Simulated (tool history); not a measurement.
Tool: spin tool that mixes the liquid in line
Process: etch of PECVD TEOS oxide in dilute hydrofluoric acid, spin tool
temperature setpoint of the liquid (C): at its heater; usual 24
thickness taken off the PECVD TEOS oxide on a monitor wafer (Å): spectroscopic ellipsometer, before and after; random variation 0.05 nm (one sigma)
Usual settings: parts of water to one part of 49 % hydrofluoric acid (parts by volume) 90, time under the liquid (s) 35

| run | hour | temperature setpoint of the liquid (C) | parts of water to one part of 49 % hydrofluoric acid (parts by volume) | time under the liquid (s) | wafers since the last listed run | hours since the thermometer was replaced | hours since the hydrofluoric acid flow meter was replaced | hours since the gauge calibration | read-back film thickness of the PECVD TEOS oxide reference wafer, read on the same gauge (nm) | thickness taken off the PECVD TEOS oxide on a monitor wafer (Å) |
|---|---|---|---|---|---|---|---|---|---|---|
| 1 | 0 | 24 | 115 | 35 | 0 | 630.8 | 110.7 | 82.4 | 149.98 | 51.7 |
| 2 | 105.6 | 24 | 115 | 35 | 1778 | 736.4 | 216.3 | 188 | 149.99 | 50.8 |
| 3 | 189.1 | 24 | 90 | 35 | 1406 | 819.9 | 299.8 | 271.5 | 149.98 | 66.6 |
| 4 | 261.2 | 24 | 90 | 35 | 1214 | 892 | 371.9 | 343.6 | 150 | 65.9 |
| 5 | 320.9 | 24 | 90 | 35 | 1005 | 951.7 | 431.6 | 403.3 | 149.99 | 64.9 |
|  | 337.1 | hydrofluoric acid flow meter replaced |
| 6 | 416.6 | 24 | 90 | 35 | 1595 | 1047.4 | 79.5 | 499 | 150 | 67.9 |
| 7 | 497.5 | 24 | 90 | 35 | 1362 | 1128.3 | 160.4 | 579.9 | 149.98 | 66.6 |
| 8 | 562.7 | 24 | 90 | 35 | 1098 | 1193.5 | 225.6 | 645.1 | 150 | 66.2 |
| 9 | 660.7 | 24 | 90 | 35 | 1650 | 1291.5 | 323.6 | 743.1 | 149.99 | 64.3 |
| 10 | 711.6 | 26.5 | 90 | 35 | 857 | 1342.4 | 374.5 | 794 | 150 | 71.2 |
| 11 | 809.6 | 26.5 | 90 | 35 | 1650 | 1440.4 | 472.5 | 892 | 149.98 | 70.4 |
| 12 | 871 | 26.5 | 90 | 35 | 1034 | 1501.8 | 533.9 | 953.4 | 150 | 69.2 |
|  | 892.2 | thermometer replaced |
|  | 897.6 | hydrofluoric acid flow meter replaced |
| 13 | 970.2 | 24 | 125 | 45 | 1637 | 78 | 72.6 | 1052.6 | 150.01 | 60.9 |
| 14 | 1032 | 24 | 125 | 45 | 1041 | 139.8 | 134.4 | 1114.4 | 149.99 | 59.7 |
| 15 | 1169.8 | 24 | 90 | 35 | 2321 | 277.6 | 272.2 | 1252.2 | 150 | 66.8 |
| 16 | 1273.4 | 24 | 70 | 35 | 1745 | 381.2 | 375.8 | 1355.8 | 149.99 | 86.4 |
| 17 | 1341.2 | 24 | 90 | 35 | 1142 | 449 | 443.6 | 1423.6 | 150.01 | 65.2 |
| 18 | 1398 | 26 | 90 | 35 | 956 | 505.8 | 500.4 | 1480.4 | 150.02 | 68.7 |
|  | 1453.2 | hydrofluoric acid flow meter replaced |
| 19 | 1479.7 | 24 | 110 | 55 | 1359 | 587.5 | 26.5 | 1562.1 | 150 | 87.1 |
| 20 | 1546.3 | 24 | 90 | 35 | 1121 | 654.1 | 93.1 | 1628.7 | 150.01 | 69.2 |
|  | 1611.1 | gauge calibrated |
| 21 | 1614.9 | 22.5 | 110 | 35 | 1155 | 722.7 | 161.7 | 3.8 | 149.99 | 51.2 |
| 22 | 1707.1 | 21.5 | 65 | 25 | 1553 | 814.9 | 253.9 | 96 | 149.99 | 61.5 |
| 23 | 1776 | 24 | 90 | 35 | 1160 | 883.8 | 322.8 | 164.9 | 150 | 66.3 |
| 24 | 1856.6 | 24 | 60 | 50 | 1357 | 964.4 | 403.4 | 245.5 | 150.01 | 148.4 |
| 25 | 1910.7 | 20.5 | 50 | 55 | 911 | 1018.5 | 457.5 | 299.6 | 150 | 169.2 |
|  | 1948 | hydrofluoric acid flow meter replaced |
| 26 | 1966.4 | 25.5 | 70 | 45 | 921 | 1074.2 | 18.4 | 355.3 | 149.98 | 124.5 |
| 27 | 2067.1 | 24 | 120 | 15 | 1696 | 1174.9 | 119.1 | 456 | 149.99 | 21.4 |
| 28 | 2148.4 | 24 | 90 | 35 | 1369 | 1256.2 | 200.4 | 537.3 | 149.98 | 67.6 |
| 29 | 2204.4 | 21 | 65 | 30 | 943 | 1312.2 | 256.4 | 593.3 | 149.99 | 73.2 |
|  | 2412 | thermometer replaced |
| 30 | 2459.3 | 28 | 115 | 25 | 4277 | 47.3 | 511.3 | 848.2 | 150 | 40.4 |
|  | 2492.1 | hydrofluoric acid flow meter replaced |
| 31 | 2498.8 | 24 | 90 | 35 | 648 | 86.8 | 6.7 | 887.7 | 150 | 69.7 |

Forecast each of these 4 alternatives for the next run:
| A | 2499.2 | 24 | 90 | 55 | 6 | 87.2 | 7.1 | 888.1 | ? | ? |
| B | 2499.2 | 27.5 | 90 | 25 | 6 | 87.2 | 7.1 | 888.1 | ? | ? |
| C | 2499.2 | 19 | 90 | 35 | 6 | 87.2 | 7.1 | 888.1 | ? | ? |
| D | 2499.2 | 26 | 60 | 50 | 6 | 87.2 | 7.1 | 888.1 | ? | ? |

| run | read-back film thickness of the PECVD TEOS oxide reference wafer, read on the same gauge (nm) | thickness taken off the PECVD TEOS oxide on a monitor wafer (Å) |
|---|---|---|
| A | 150.01 | 110.3 |
| B | 150.01 | 57.5 |
| C | 150.01 | 57.2 |
| D | 150.01 | 169.4 |
Without the tool's hidden state the same runs would have given:
| run | thickness taken off the PECVD TEOS oxide on a monitor wafer (Å) |
|---|---|
| A | 110.6 |
| B | 57.7 |
| C | 57.4 |
| D | 169.9 |
